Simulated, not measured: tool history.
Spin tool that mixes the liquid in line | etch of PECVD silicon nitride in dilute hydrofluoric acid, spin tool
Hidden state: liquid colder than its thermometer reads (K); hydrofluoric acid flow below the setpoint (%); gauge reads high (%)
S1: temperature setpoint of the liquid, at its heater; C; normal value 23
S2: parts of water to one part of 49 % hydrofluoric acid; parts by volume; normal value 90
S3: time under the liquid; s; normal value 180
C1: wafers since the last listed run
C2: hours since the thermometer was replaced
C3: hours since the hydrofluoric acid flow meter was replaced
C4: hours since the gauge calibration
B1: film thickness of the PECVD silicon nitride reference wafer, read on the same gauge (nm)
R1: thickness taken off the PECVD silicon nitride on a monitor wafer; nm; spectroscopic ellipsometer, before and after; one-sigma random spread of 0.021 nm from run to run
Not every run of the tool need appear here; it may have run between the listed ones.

{"run": 1, "hour": 0.0, "S1": 23, "S2": 90, "S3": 180, "C1": 0, "C2": 125, "C3": 782, "C4": 638, "B1": 80.007, "R1": 2.886}
{"run": 2, "hour": 78.9, "S1": 23, "S2": 60, "S3": 180, "C1": 445, "C2": 203.9, "C3": 860.9, "C4": 716.9, "B1": 79.983, "R1": 4.37}
{"run": 3, "hour": 168.6, "S1": 23, "S2": 60, "S3": 180, "C1": 506, "C2": 293.6, "C3": 950.6, "C4": 806.6, "B1": 80.009, "R1": 4.355}
{"run": 4, "hour": 381.2, "S1": 23, "S2": 90, "S3": 180, "C1": 1200, "C2": 506.2, "C3": 1163.2, "C4": 1019.2, "B1": 79.987, "R1": 2.874}
{"run": 5, "hour": 449.7, "S1": 23, "S2": 90, "S3": 180, "C1": 386, "C2": 574.7, "C3": 1231.7, "C4": 1087.7, "B1": 79.995, "R1": 2.861}
{"run": 6, "hour": 500.4, "S1": 20.5, "S2": 90, "S3": 180, "C1": 286, "C2": 625.4, "C3": 1282.4, "C4": 1138.4, "B1": 80.005, "R1": 2.412}
{"run": 7, "hour": 580.3, "S1": 20.5, "S2": 90, "S3": 180, "C1": 451, "C2": 705.3, "C3": 1362.3, "C4": 1218.3, "B1": 79.998, "R1": 2.406}
{"hour": 609.0, "done": "gauge calibrated"}
{"run": 8, "hour": 618.7, "S1": 20.5, "S2": 90, "S3": 180, "C1": 216, "C2": 743.7, "C3": 1400.7, "C4": 9.7, "B1": 80.01, "R1": 2.379}
{"run": 9, "hour": 683.2, "S1": 21.5, "S2": 60, "S3": 215, "C1": 364, "C2": 808.2, "C3": 1465.2, "C4": 74.2, "B1": 79.993, "R1": 4.515}
{"run": 10, "hour": 731.3, "S1": 28, "S2": 125, "S3": 220, "C1": 271, "C2": 856.3, "C3": 1513.3, "C4": 122.3, "B1": 80.012, "R1": 3.444}
{"run": 11, "hour": 826.1, "S1": 23, "S2": 60, "S3": 180, "C1": 535, "C2": 951.1, "C3": 1608.1, "C4": 217.1, "B1": 80.006, "R1": 4.197}
{"run": 12, "hour": 873.3, "S1": 23, "S2": 90, "S3": 180, "C1": 266, "C2": 998.3, "C3": 1655.3, "C4": 264.3, "B1": 79.982, "R1": 2.776}
{"hour": 878.3, "done": "thermometer replaced"}
{"hour": 918.5, "done": "hydrofluoric acid flow meter replaced"}
{"run": 13, "hour": 941.9, "S1": 20.5, "S2": 90, "S3": 235, "C1": 376, "C2": 63.6, "C3": 23.4, "C4": 332.9, "B1": 80.017, "R1": 3.309}
{"run": 14, "hour": 995.3, "S1": 23, "S2": 45, "S3": 180, "C1": 301, "C2": 117, "C3": 76.8, "C4": 386.3, "B1": 80, "R1": 6.001}
{"run": 15, "hour": 1084.3, "S1": 23, "S2": 90, "S3": 225, "C1": 502, "C2": 206, "C3": 165.8, "C4": 475.3, "B1": 80.009, "R1": 3.786}
{"run": 16, "hour": 1186.3, "S1": 28, "S2": 50, "S3": 105, "C1": 575, "C2": 308, "C3": 267.8, "C4": 577.3, "B1": 80.012, "R1": 4.288}

5 options for the next run, each taken on its own from the tool as it stands now. Forecast them:
{"run": "A", "hour": 1186.8, "S1": 23, "S2": 90, "S3": 85, "C1": 2, "C2": 308.5, "C3": 268.3, "C4": 577.8, "B1": "?", "R1": "?"}
{"run": "B", "hour": 1186.8, "S1": 23, "S2": 90, "S3": 275, "C1": 2, "C2": 308.5, "C3": 268.3, "C4": 577.8, "B1": "?", "R1": "?"}
{"run": "C", "hour": 1186.8, "S1": 20.5, "S2": 70, "S3": 130, "C1": 2, "C2": 308.5, "C3": 268.3, "C4": 577.8, "B1": "?", "R1": "?"}
{"run": "D", "hour": 1186.8, "S1": 26, "S2": 110, "S3": 270, "C1": 2, "C2": 308.5, "C3": 268.3, "C4": 577.8, "B1": "?", "R1": "?"}
{"run": "E", "hour": 1186.8, "S1": 27, "S2": 90, "S3": 180, "C1": 2, "C2": 308.5, "C3": 268.3, "C4": 577.8, "B1": "?", "R1": "?"}

run=A B1=80.005 R1=1.418
run=B B1=80.005 R1=4.588
run=C B1=80.005 R1=2.343
run=D B1=80.005 R1=4.497
run=E B1=80.005 R1=3.904
Take away the tool's hidden state, keep each run's random variation, and the runs would have read:
run=A R1=1.439
run=B R1=4.657
run=C R1=2.378
run=D R1=4.565
run=E R1=3.964
